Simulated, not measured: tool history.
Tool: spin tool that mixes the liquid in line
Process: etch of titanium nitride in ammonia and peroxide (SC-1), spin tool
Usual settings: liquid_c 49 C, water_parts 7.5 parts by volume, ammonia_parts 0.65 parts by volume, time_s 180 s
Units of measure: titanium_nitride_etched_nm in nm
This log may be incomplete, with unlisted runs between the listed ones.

run    hour  liquid_c  water_parts  ammonia_parts  time_s  wafers since the last listed run  hours since the thermometer was replaced  hours since the ammonia flow meter was replaced  hours since the heated supply line was repaired  hours since the drum of ammonia solution was connected  hours since the gauge calibration  read-back film thickness of the titanium nitride reference wafer, read on the same gauge (nm)  titanium_nitride_etched_nm
  1       0        49          7.5           0.65     180                                 0                                      25.7                                            162.9                                           1455.9                                                      67                              152.8                                                                                         140.01                       13.72
  2    61.6        49          7.5           0.65     180                               647                                      87.3                                            224.5                                           1517.5                                                   128.6                              214.4                                                                                            140                       13.87
  3   158.2      54.5          7.5           0.65     180                              1015                                     183.9                                            321.1                                           1614.1                                                   225.2                                311                                                                                         140.04                       20.27
  4   214.6      54.5          7.5           0.65     180                               592                                     240.3                                            377.5                                           1670.5                                                   281.6                              367.4                                                                                         139.97                       20.37
  5   254.3        49          7.5           0.65     180                               417                                       280                                            417.2                                           1710.2                                                   321.3                              407.1                                                                                         139.99                       13.92
  6   351.9        49          7.5           0.65     180                              1025                                     377.6                                            514.8                                           1807.8                                                   418.9                              504.7                                                                                         139.94                       13.78
      448.3  -- new drum of ammonia solution connected
  7   448.6        58          7.5           0.65     180                              1005                                     474.3                                            611.5                                           1904.5                                                     0.3                              601.4                                                                                            140                       25.45
  8   528.7        49          7.5           0.65     140                               841                                     554.4                                            691.6                                           1984.6                                                    80.4                              681.5                                                                                            140                       10.57
  9   618.9        49          7.5           0.65     180                               947                                     644.6                                            781.8                                           2074.8                                                   170.6                              771.7                                                                                         139.94                       13.64
 10   725.7        45          7.5           0.65     105                              1122                                     751.4                                            888.6                                           2181.6                                                   277.4                              878.5                                                                                         140.03                        5.91
 11   775.2        49          7.5           0.75      75                               520                                     800.9                                            938.1                                           2231.1                                                   326.9                                928                                                                                         140.01                        5.71
 12   831.5        49          7.5           0.65     180                               591                                     857.2                                            994.4                                           2287.4                                                   383.2                              984.3                                                                                         140.03                       13.53
 13   881.5        39          7.5            0.8     180                               525                                     907.2                                           1044.4                                           2337.4                                                   433.2                             1034.3                                                                                         140.02                        6.78
      961.2  -- new drum of ammonia solution connected
 14   961.6        49          7.5           0.65     180                               831                                     987.3                                           1124.5                                           2417.5                                                     0.4                             1114.4                                                                                            140                       13.45
        994  -- heated supply line repaired
 15  1012.9        49            9           0.85     180                               528                                    1038.6                                           1175.8                                             18.9                                                    51.7                             1165.7                                                                                         140.02                       12.84
 16  1097.9        49          7.5           0.65     225                               893                                    1123.6                                           1260.8                                            103.9                                                   136.7                             1250.7                                                                                         140.02                       16.73
 17  1152.9        39          7.5           0.65     180                               577                                    1178.6                                           1315.8                                            158.9                                                   191.7                             1305.7                                                                                         140.06                        6.47
 18  1248.3      45.5          9.5            0.4     180                              1002                                      1274                                           1411.2                                            254.3                                                   287.1                             1401.1                                                                                         140.01                        8.45
 19  1329.5        49          7.5           0.65     145                               853                                    1355.2                                           1492.4                                            335.5                                                   368.3                             1482.3                                                                                            140                       10.72
 20  1385.8        45          7.5            0.9     230                               591                                    1411.5                                           1548.7                                            391.8                                                   424.6                             1538.6                                                                                         140.02                       13.33
     1464.8  -- new drum of ammonia solution connected
 21  1485.8        53            5           0.55     225                              1040                                    1511.5                                           1648.7                                            491.8                                                      21                             1638.6                                                                                         140.02                       25.91
 22  1585.4        39          7.5            0.9     180                              1046                                    1611.1                                           1748.3                                            591.4                                                   120.6                             1738.2                                                                                         140.02                        6.65
     1652.8  -- ammonia flow meter replaced
 23  1677.3        40            5           0.75     240                               955                                      1703                                             24.5                                            683.3                                                   212.5                             1830.1                                                                                         139.98                        11.2

Had the tool no unlogged condition, and each run kept its random variation, what would the results have been?
Hidden state at play: liquid colder than its thermometer reads (K); ammonia flow below the setpoint (%); temperature lost on the way to the wafer (K); ammonia solution weaker than its label (%); gauge reads high (%).
run  titanium_nitride_etched_nm
  1                       13.95
  2                       14.14
  3                       20.73
  4                       20.87
  5                       14.29
  6                        14.2
  7                       26.27
  8                       10.98
  9                        14.2
 10                        6.18
 11                        5.99
 12                       14.21
 13                        7.15
 14                       14.19
 15                       13.56
 16                       17.74
 17                         6.9
 18                        9.02
 19                       11.46
 20                       14.31
 21                       27.83
 22                        7.21
 23                        12.2
